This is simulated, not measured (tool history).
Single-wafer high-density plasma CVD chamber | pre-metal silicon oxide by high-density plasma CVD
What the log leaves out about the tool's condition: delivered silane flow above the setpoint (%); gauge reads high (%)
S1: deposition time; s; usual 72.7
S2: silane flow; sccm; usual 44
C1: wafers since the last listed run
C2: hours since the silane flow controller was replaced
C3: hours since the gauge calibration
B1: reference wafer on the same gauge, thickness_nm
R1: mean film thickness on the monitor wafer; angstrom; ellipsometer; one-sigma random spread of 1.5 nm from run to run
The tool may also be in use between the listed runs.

run,day,S1,S2,C1,C2,C3,B1,R1
1,0,72.7,38,0,1242.6,398.2,268.948,2864.79
2,4.117,64.3,44,1100,1341.4,497,268.772,2940.44
3,7.846,64.3,44,997,1430.9,586.5,269.331,2922.27
4,10.45,65.3,44,696,1493.4,649,268.99,2926.56
5,12.604,65.3,44,575,1545.1,700.7,269.097,2965.53
6,21.8,72.7,44,2458,1765.8,921.4,269.146,3288.81
7,23.896,72.7,44,560,1816.1,971.7,269.251,3287.05
8,27.308,62,42,912,1898,1053.6,269.268,2680.33
9,29.975,62,42,712,1962,1117.6,268.516,2703.02
10,34.033,72.7,50,1085,2059.4,1215,268.392,3710.75
11,36.854,72.7,44,754,2127.1,1282.7,268.918,3282.99
12,41.008,72.7,44,1110,2226.8,1382.4,269.21,3290.98
13,43.075,72.7,44,552,2276.4,1432,268.606,3306.2
14,45.488,62,42,644,2334.3,1489.9,269.128,2698.24
15,48.238,61.6,52,735,2400.3,1555.9,268.886,3254.83
# day 49.35: gauge calibrated
16,51.942,60.7,44,990,2489.2,62.2,268.991,2725.26
17,54.042,85.8,47,561,2539.6,112.6,269.441,4119.74
18,57.717,61.1,36,982,2627.8,200.8,269.549,2279.13
19,60.225,62,42,670,2688,261,268.746,2682.2
20,63.758,72.7,44,944,2772.8,345.8,269.2,3286.49
# day 64.35: silane flow controller replaced
21,67.254,72.7,44,845,69.7,429.7,268.529,3319.6
22,71.667,72.7,44,1179,175.6,535.6,268.677,3296.76
23,75.429,67,44,1005,265.9,625.9,268.667,3024.99
24,79.696,62,42,1140,368.3,728.3,268.927,2675.8
25,89.729,72.7,42,2682,609.1,969.1,269.195,3146.82
26,91.896,66.8,44,579,661.1,1021.1,269.557,3043.78
27,94.179,61.5,36,610,715.9,1075.9,268.843,2299.48

Predict each of these 3 candidate next runs independently; none follows another, all start after run 27:
A,94.196,72.7,52,4,716.3,1076.3,?,?
B,94.196,63.5,49,4,716.3,1076.3,?,?
C,94.196,79.8,51,4,716.3,1076.3,?,?

run,B1,R1
A,269.148,3893.19
B,269.148,3214.27
C,269.148,4195.39
Without the tool's unlogged condition, the same runs would have read:
run,R1
A,3893.19
B,3214.27
C,4195.39
